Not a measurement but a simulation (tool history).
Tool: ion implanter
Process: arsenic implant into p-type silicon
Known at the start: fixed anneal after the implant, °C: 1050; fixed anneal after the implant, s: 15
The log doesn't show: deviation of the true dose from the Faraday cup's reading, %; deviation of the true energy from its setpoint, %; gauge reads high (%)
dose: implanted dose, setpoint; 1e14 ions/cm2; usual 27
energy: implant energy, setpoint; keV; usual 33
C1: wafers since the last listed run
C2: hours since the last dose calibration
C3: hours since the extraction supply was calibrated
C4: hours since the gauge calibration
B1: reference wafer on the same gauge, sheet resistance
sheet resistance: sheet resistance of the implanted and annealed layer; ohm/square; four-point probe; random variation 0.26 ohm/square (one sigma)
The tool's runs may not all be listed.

{"run": 1, "hour": 0.0, "dose": 27, "energy": 40, "C1": 0, "C2": 669.2, "C3": 4567.4, "C4": 554.6, "B1": 90.87, "sheet resistance": 74.85}
{"run": 2, "hour": 34.7, "dose": 27, "energy": 33, "C1": 759, "C2": 703.9, "C3": 4602.1, "C4": 589.3, "B1": 90.97, "sheet resistance": 79.66}
{"run": 3, "hour": 70.9, "dose": 27, "energy": 33, "C1": 792, "C2": 740.1, "C3": 4638.3, "C4": 625.5, "B1": 90.83, "sheet resistance": 79.78}
{"hour": 85.3, "done": "Faraday cup replaced and dose calibrated"}
{"run": 4, "hour": 116.6, "dose": 27, "energy": 33, "C1": 825, "C2": 31.3, "C3": 4684, "C4": 671.2, "B1": 90.91, "sheet resistance": 78.46}
{"run": 5, "hour": 169.2, "dose": 27, "energy": 33, "C1": 1152, "C2": 83.9, "C3": 4736.6, "C4": 723.8, "B1": 90.94, "sheet resistance": 78.8}
{"run": 6, "hour": 205.8, "dose": 27, "energy": 33, "C1": 801, "C2": 120.5, "C3": 4773.2, "C4": 760.4, "B1": 90.92, "sheet resistance": 78.86}
{"run": 7, "hour": 261.1, "dose": 27, "energy": 33, "C1": 1211, "C2": 175.8, "C3": 4828.5, "C4": 815.7, "B1": 90.89, "sheet resistance": 78.77}
{"run": 8, "hour": 326.5, "dose": 27, "energy": 33, "C1": 1432, "C2": 241.2, "C3": 4893.9, "C4": 881.1, "B1": 90.9, "sheet resistance": 79.1}
{"run": 9, "hour": 394.6, "dose": 27, "energy": 33, "C1": 1491, "C2": 309.3, "C3": 4962, "C4": 949.2, "B1": 90.95, "sheet resistance": 78.71}
{"run": 10, "hour": 443.9, "dose": 31.25, "energy": 33, "C1": 1079, "C2": 358.6, "C3": 5011.3, "C4": 998.5, "B1": 90.85, "sheet resistance": 75.84}
{"run": 11, "hour": 508.6, "dose": 31.25, "energy": 33, "C1": 1417, "C2": 423.3, "C3": 5076, "C4": 1063.2, "B1": 90.83, "sheet resistance": 76.07}
{"run": 12, "hour": 572.9, "dose": 31.25, "energy": 33, "C1": 1408, "C2": 487.6, "C3": 5140.3, "C4": 1127.5, "B1": 90.94, "sheet resistance": 76.02}
{"run": 13, "hour": 616.5, "dose": 30.52, "energy": 33, "C1": 954, "C2": 531.2, "C3": 5183.9, "C4": 1171.1, "B1": 90.87, "sheet resistance": 76.54}
{"run": 14, "hour": 642.7, "dose": 30.52, "energy": 33, "C1": 573, "C2": 557.4, "C3": 5210.1, "C4": 1197.3, "B1": 90.9, "sheet resistance": 76.54}
{"run": 15, "hour": 691.9, "dose": 27, "energy": 33, "C1": 1077, "C2": 606.6, "C3": 5259.3, "C4": 1246.5, "B1": 90.85, "sheet resistance": 79.61}
{"run": 16, "hour": 722.4, "dose": 27, "energy": 35.5, "C1": 668, "C2": 637.1, "C3": 5289.8, "C4": 1277, "B1": 90.86, "sheet resistance": 77.77}
{"run": 17, "hour": 773.4, "dose": 27, "energy": 33, "C1": 1116, "C2": 688.1, "C3": 5340.8, "C4": 1328, "B1": 90.88, "sheet resistance": 79.82}
{"hour": 806.4, "done": "Faraday cup replaced and dose calibrated"}
{"run": 18, "hour": 824.3, "dose": 21.98, "energy": 44, "C1": 939, "C2": 17.9, "C3": 5391.7, "C4": 1378.9, "B1": 90.9, "sheet resistance": 77.3}
{"run": 19, "hour": 892.6, "dose": 21.39, "energy": 38.5, "C1": 1495, "C2": 86.2, "C3": 5460, "C4": 1447.2, "B1": 90.86, "sheet resistance": 81.79}
{"hour": 896.7, "done": "gauge calibrated"}
{"run": 20, "hour": 927.0, "dose": 31.85, "energy": 33, "C1": 753, "C2": 120.6, "C3": 5494.4, "C4": 30.3, "B1": 90.86, "sheet resistance": 75.72}
{"run": 21, "hour": 991.7, "dose": 21.23, "energy": 43, "C1": 1417, "C2": 185.3, "C3": 5559.1, "C4": 95, "B1": 90.85, "sheet resistance": 79.39}
{"run": 22, "hour": 1041.3, "dose": 24.22, "energy": 33, "C1": 1086, "C2": 234.9, "C3": 5608.7, "C4": 144.6, "B1": 91.01, "sheet resistance": 81.76}
{"run": 23, "hour": 1105.3, "dose": 31.49, "energy": 44, "C1": 1401, "C2": 298.9, "C3": 5672.7, "C4": 208.6, "B1": 90.89, "sheet resistance": 67.7}
{"run": 24, "hour": 1166.1, "dose": 24.48, "energy": 38.5, "C1": 1331, "C2": 359.7, "C3": 5733.5, "C4": 269.4, "B1": 90.97, "sheet resistance": 78.02}
{"hour": 1201.1, "done": "extraction supply calibrated"}
{"run": 25, "hour": 1201.5, "dose": 32.2, "energy": 37.5, "C1": 600, "C2": 395.1, "C3": 0.4, "C4": 304.8, "B1": 90.94, "sheet resistance": 72.19}
{"run": 26, "hour": 1404.6, "dose": 27, "energy": 33, "C1": 4448, "C2": 598.2, "C3": 203.5, "C4": 507.9, "B1": 90.91, "sheet resistance": 79.52}

Run 27 comes next. What will it give?
{"run": 27, "hour": 1464.3, "dose": 31.93, "energy": 42.5, "C1": 1307, "C2": 657.9, "C3": 263.2, "C4": 567.6, "B1": "?", "sheet resistance": "?"}

B1: 90.88
sheet resistance: 69.38 ohm/square
Without the tool's hidden state the same run would have given sheet resistance 68.39 ohm/square.
